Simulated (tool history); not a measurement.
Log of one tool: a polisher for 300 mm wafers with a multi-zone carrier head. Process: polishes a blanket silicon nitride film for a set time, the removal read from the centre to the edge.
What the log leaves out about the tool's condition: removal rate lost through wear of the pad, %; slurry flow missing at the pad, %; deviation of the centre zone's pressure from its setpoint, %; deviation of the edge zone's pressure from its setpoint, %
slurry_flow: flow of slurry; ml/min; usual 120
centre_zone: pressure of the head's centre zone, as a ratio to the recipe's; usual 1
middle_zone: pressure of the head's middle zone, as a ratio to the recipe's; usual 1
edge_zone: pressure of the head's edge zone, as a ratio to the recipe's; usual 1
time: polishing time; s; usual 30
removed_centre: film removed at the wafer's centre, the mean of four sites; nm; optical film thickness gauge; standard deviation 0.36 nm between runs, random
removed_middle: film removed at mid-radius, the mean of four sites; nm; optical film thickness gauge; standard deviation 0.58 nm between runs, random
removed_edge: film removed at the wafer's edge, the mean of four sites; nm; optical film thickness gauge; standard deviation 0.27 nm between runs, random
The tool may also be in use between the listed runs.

run	day	slurry_flow	centre_zone	middle_zone	edge_zone	time	wafers since the last listed run	wafers polished on this pad	hours since the slurry nozzle was cleaned	hours since the centre zone pressure was calibrated	hours since the edge zone pressure was calibrated	hours since the carrier head's membrane was replaced	incoming thickness of the incoming film, nm	removed_centre	removed_middle	removed_edge
1	0	120	0.93	1	1.09	30	0	192	302.1	391.3	650.6	1498.1	931.1	40.4	43.5	42.7
2	0.85	120	0.93	1	1.09	30	146	338	322.5	411.7	671	1518.5	909.6	40.1	43.4	42.7
3	1.904	120	0.93	1	1.09	30	181	519	347.8	437	696.3	1543.8	925.7	39.9	42.1	42.2
4	2.442	105	1	1	1	30	92	611	360.7	449.9	709.2	1556.7	919.9	40.6	40.9	39.5
# day 4.725: worn pad replaced by a new one
5	6.688	110	1	0.91	1	30	700	337	462.6	551.8	811.1	1658.6	923	37.3	34.9	36.7
# day 7.017: centre zone pressure recalibrated
6	7.592	110	1	0.91	1	30	141	478	484.3	13.8	832.8	1680.3	914.2	37	35.3	35.9
# day 8.212: edge zone pressure recalibrated
7	8.625	140	1	1	1	30	163	641	509.1	38.6	9.9	1705.1	931.6	39.5	39.4	37.4
# day 10.921: carrier head's membrane replaced by a new one
# day 10.938: worn pad replaced by a new one, repeated, since the last time left the tool worse
8	10.958	140	1	1	1	30	362	3	565.1	94.6	65.9	0.9	933.2	46.4	45.8	44.5
9	11.612	140	1	1	1	30	112	115	580.8	110.3	81.6	16.6	907.3	45.8	46.2	43.1
10	14.112	155	0.95	1	1.08	34	429	545	640.8	170.3	141.6	76.6	916.5	48.7	52.2	49.4
11	14.833	120	1	1	1	30	123	669	658.1	187.6	158.9	93.9	939.2	42.5	43.2	41.1
# day 15.142: slurry nozzle cleaned
12	15.754	120	1	1	1	30	151	820	14.7	209.7	181	116	924	42.9	42	40.5
13	16.408	120	1	1	1	30	112	932	30.4	225.4	196.7	131.7	922.9	42.3	42.1	40.6
# day 17.342: worn pad replaced by a new one
14	17.858	120	1	1	1	30	220	88	65.2	260.2	231.5	166.5	924.7	44.2	44	42.1
15	18.842	120	1	0.89	1	36	168	257	88.8	283.8	255.1	190.1	933.5	52	47.3	49.3
16	19.604	85	0.93	1	1	30	131	388	107.1	302.1	273.4	208.4	917.4	35.5	39.6	38.4
17	20.879	120	1.05	1	1	30	219	608	137.7	332.7	304	239	923.2	43.8	42.5	40.4
18	21.812	105	0.96	1.03	0.96	30	160	768	160.1	355.1	326.4	261.4	930.8	38.9	42.5	38.9
19	22.462	145	1	1.11	0.97	30	111	880	175.7	370.7	342	277	931.5	44.3	48.2	41.4
20	23.738	90	1	1	0.91	30	219	1099	206.3	401.3	372.6	307.6	908	38.2	38.4	36.9
# day 24.004: worn pad replaced by a new one
# day 26.25: centre zone pressure recalibrated
21	26.271	120	1.04	1.11	1.05	30	392	375	267.1	0.5	433.4	368.4	923	44.3	47.2	42.2
22	27.292	120	1	1	1	30	175	550	291.6	25	457.9	392.9	933.4	42.6	43.5	40.7

Consider 4 possible next runs. They are alternatives, not a sequence: every one starts from the tool as it was left by run 22. What does each give?
A	27.308	120	1	1	1	30	2	553	292	25.4	458.3	393.3	929.3	?	?	?
B	27.308	120	1	1.07	1	30	2	553	292	25.4	458.3	393.3	929.3	?	?	?
C	27.308	120	1.07	0.96	1	30	2	553	292	25.4	458.3	393.3	929.3	?	?	?
D	27.308	135	1	1	1.08	30	2	553	292	25.4	458.3	393.3	929.3	?	?	?

run	removed_centre	removed_middle	removed_edge
A	42.3	42.9	41.2
B	42.3	45.4	41.2
C	45.1	41.4	41.2
D	43.6	44	43.2
Without the tool's hidden state the same runs would have given:
run	removed_centre	removed_middle	removed_edge
A	44.4	45.1	43.3
B	44.5	47.7	43.2
C	47.4	43.5	43.3
D	45.8	46.3	45.4

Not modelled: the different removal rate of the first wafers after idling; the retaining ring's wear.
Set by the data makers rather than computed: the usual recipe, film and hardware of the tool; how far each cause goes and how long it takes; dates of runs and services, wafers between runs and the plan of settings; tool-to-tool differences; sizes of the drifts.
